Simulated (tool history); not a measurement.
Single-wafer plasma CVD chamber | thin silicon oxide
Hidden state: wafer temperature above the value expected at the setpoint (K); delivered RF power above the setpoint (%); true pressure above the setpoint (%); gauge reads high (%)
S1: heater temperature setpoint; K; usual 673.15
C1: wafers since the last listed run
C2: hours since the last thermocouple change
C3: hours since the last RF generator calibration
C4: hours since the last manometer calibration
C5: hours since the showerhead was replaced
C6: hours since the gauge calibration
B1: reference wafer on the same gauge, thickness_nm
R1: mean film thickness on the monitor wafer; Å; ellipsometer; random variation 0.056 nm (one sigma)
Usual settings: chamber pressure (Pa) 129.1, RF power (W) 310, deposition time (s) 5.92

Run 1, hour 0: usual settings; C1 0; C2 120.8; C3 1140.5; C4 2781.1; C5 6015.7; C6 633.3; B1 13.402. Result: R1 137.76 Å.
Run 2, hour 47.2: usual settings; C1 2847; C2 168; C3 1187.7; C4 2828.3; C5 6062.9; C6 680.5; B1 13.37. Result: R1 137.84 Å.
Run 3, hour 115.3: usual settings but RF power (W) 300; C1 4108; C2 236.1; C3 1255.8; C4 2896.4; C5 6131; C6 748.6; B1 13.414. Result: R1 137.55 Å.
Run 4, hour 165.7: usual settings but RF power (W) 300; C1 3040; C2 286.5; C3 1306.2; C4 2946.8; C5 6181.4; C6 799; B1 13.41. Result: R1 137.41 Å.
Run 5, hour 213.1: usual settings but RF power (W) 300; C1 2859; C2 333.9; C3 1353.6; C4 2994.2; C5 6228.8; C6 846.4; B1 13.415. Result: R1 136.64 Å.
At hour 228.6: capacitance manometer re-zeroed and calibrated.
Run 6, hour 239.1: usual settings; C1 1085; C2 359.9; C3 1379.6; C4 10.5; C5 6254.8; C6 872.4; B1 13.395. Result: R1 132.38 Å.
Run 7, hour 282.7: usual settings; C1 2630; C2 403.5; C3 1423.2; C4 54.1; C5 6298.4; C6 916; B1 13.419. Result: R1 134.45 Å.
Run 8, hour 330.2: usual settings; C1 2865; C2 451; C3 1470.7; C4 101.6; C5 6345.9; C6 963.5; B1 13.399. Result: R1 133.83 Å.
At hour 395.3: showerhead replaced.
Run 9, hour 396.2: usual settings; C1 3498; C2 517; C3 1536.7; C4 167.6; C5 0.9; C6 1029.5; B1 13.425. Result: R1 134.08 Å.
Run 10, hour 440.3: usual settings but RF power (W) 290; C1 2660; C2 561.1; C3 1580.8; C4 211.7; C5 45; C6 1073.6; B1 13.402. Result: R1 131.93 Å.
Run 11, hour 506.9: usual settings but RF power (W) 360; C1 4017; C2 627.7; C3 1647.4; C4 278.3; C5 111.6; C6 1140.2; B1 13.407. Result: R1 140.28 Å.
Run 12, hour 577.3: usual settings but S1 678.15 K, chamber pressure (Pa) 119.3, RF power (W) 285, deposition time (s) 5.09; C1 4246; C2 698.1; C3 1717.8; C4 348.7; C5 182; C6 1210.6; B1 13.372. Result: R1 108.89 Å.
Run 13, hour 612.4: usual settings but S1 681.15 K, RF power (W) 330; C1 2117; C2 733.2; C3 1752.9; C4 383.8; C5 217.1; C6 1245.7; B1 13.382. Result: R1 136.66 Å.
Run 14, hour 637.9: usual settings but S1 680.15 K, chamber pressure (Pa) 153.9, deposition time (s) 5.08; C1 1538; C2 758.7; C3 1778.4; C4 409.3; C5 242.6; C6 1271.2; B1 13.398. Result: R1 124.39 Å.
Run 15, hour 681.3: usual settings; C1 2618; C2 802.1; C3 1821.8; C4 452.7; C5 286; C6 1314.6; B1 13.416. Result: R1 135.38 Å.
Run 16, hour 740.5: usual settings but chamber pressure (Pa) 139.3, RF power (W) 340; C1 3571; C2 861.3; C3 1881; C4 511.9; C5 345.2; C6 1373.8; B1 13.412. Result: R1 144.37 Å.
Run 17, hour 766.4: usual settings but S1 664.15 K, RF power (W) 260; C1 1562; C2 887.2; C3 1906.9; C4 537.8; C5 371.1; C6 1399.7; B1 13.383. Result: R1 130.96 Å.
Run 18, hour 834: usual settings; C1 4078; C2 954.8; C3 1974.5; C4 605.4; C5 438.7; C6 1467.3; B1 13.4. Result: R1 135.45 Å.
Run 19, hour 865.9: usual settings but chamber pressure (Pa) 148.8; C1 1924; C2 986.7; C3 2006.4; C4 637.3; C5 470.6; C6 1499.2; B1 13.394. Result: R1 143.95 Å.
Run 20, hour 936.2: usual settings but chamber pressure (Pa) 117.1; C1 4240; C2 1057; C3 2076.7; C4 707.6; C5 540.9; C6 1569.5; B1 13.407. Result: R1 129.4 Å.
At hour 948.6: RF generator calibrated.
Run 21, hour 1005.4: usual settings but S1 665.15 K; C1 3691; C2 1126.2; C3 56.8; C4 776.8; C5 610.1; C6 1638.7; B1 13.402. Result: R1 136.93 Å.
At hour 1023.8: gauge calibrated.
At hour 1032.9: thermocouple changed; heater temperature recalibrated.
Run 22, hour 1052.6: usual settings but S1 665.15 K, chamber pressure (Pa) 113.2, RF power (W) 275, deposition time (s) 5.35; C1 2364; C2 19.7; C3 104; C4 824; C5 657.3; C6 28.8; B1 13.372. Result: R1 112.95 Å.
Run 23, hour 1114.9: usual settings but S1 680.15 K, RF power (W) 285, deposition time (s) 4.85; C1 3758; C2 82; C3 166.3; C4 886.3; C5 719.6; C6 91.1; B1 13.391. Result: R1 108.34 Å.
Run 24, hour 1154.4: usual settings but S1 688.15 K, RF power (W) 335, deposition time (s) 5.24; C1 2382; C2 121.5; C3 205.8; C4 925.8; C5 759.1; C6 130.6; B1 13.411. Result: R1 122.11 Å.
Run 25, hour 1207: usual settings but S1 682.15 K; C1 3173; C2 174.1; C3 258.4; C4 978.4; C5 811.7; C6 183.2; B1 13.406. Result: R1 135.12 Å.
Run 26, hour 1334.2: usual settings but S1 664.15 K, RF power (W) 260; C1 7673; C2 301.3; C3 385.6; C4 1105.6; C5 938.9; C6 310.4; B1 13.396. Result: R1 131.89 Å.
Run 27, hour 1375.2: usual settings; C1 2473; C2 342.3; C3 426.6; C4 1146.6; C5 979.9; C6 351.4; B1 13.391. Result: R1 136.29 Å.
Run 28, hour 1436: usual settings but S1 659.15 K, chamber pressure (Pa) 102.4, deposition time (s) 5.61; C1 3667; C2 403.1; C3 487.4; C4 1207.4; C5 1040.7; C6 412.2; B1 13.433. Result: R1 116.93 Å.

5 ways to go on from here, each from the tool as it stands after run 28. What would each give?
Run A, hour 1436.4: usual settings; C1 24; C2 403.5; C3 487.8; C4 1207.8; C5 1041.1; C6 412.6; B1 ?. Result: R1 ?.
Run B, hour 1436.4: usual settings but chamber pressure (Pa) 118.7; C1 24; C2 403.5; C3 487.8; C4 1207.8; C5 1041.1; C6 412.6; B1 ?. Result: R1 ?.
Run C, hour 1436.4: usual settings but chamber pressure (Pa) 110, RF power (W) 295, deposition time (s) 7.04; C1 24; C2 403.5; C3 487.8; C4 1207.8; C5 1041.1; C6 412.6; B1 ?. Result: R1 ?.
Run D, hour 1436.4: usual settings but S1 685.15 K, chamber pressure (Pa) 109.7, RF power (W) 265, deposition time (s) 5.43; C1 24; C2 403.5; C3 487.8; C4 1207.8; C5 1041.1; C6 412.6; B1 ?. Result: R1 ?.
Run E, hour 1436.4: usual settings but S1 660.15 K; C1 24; C2 403.5; C3 487.8; C4 1207.8; C5 1041.1; C6 412.6; B1 ?. Result: R1 ?.

run     B1      R1
  A  13.41  137.47
  B  13.41  132.56
  C  13.41  150.17
  D  13.41  111.81
  E  13.41  138.54
Without the tool's hidden state the same runs would have given:
run      R1
  A  134.41
  B  129.03
  C  146.17
  D  108.84
  E  135.45
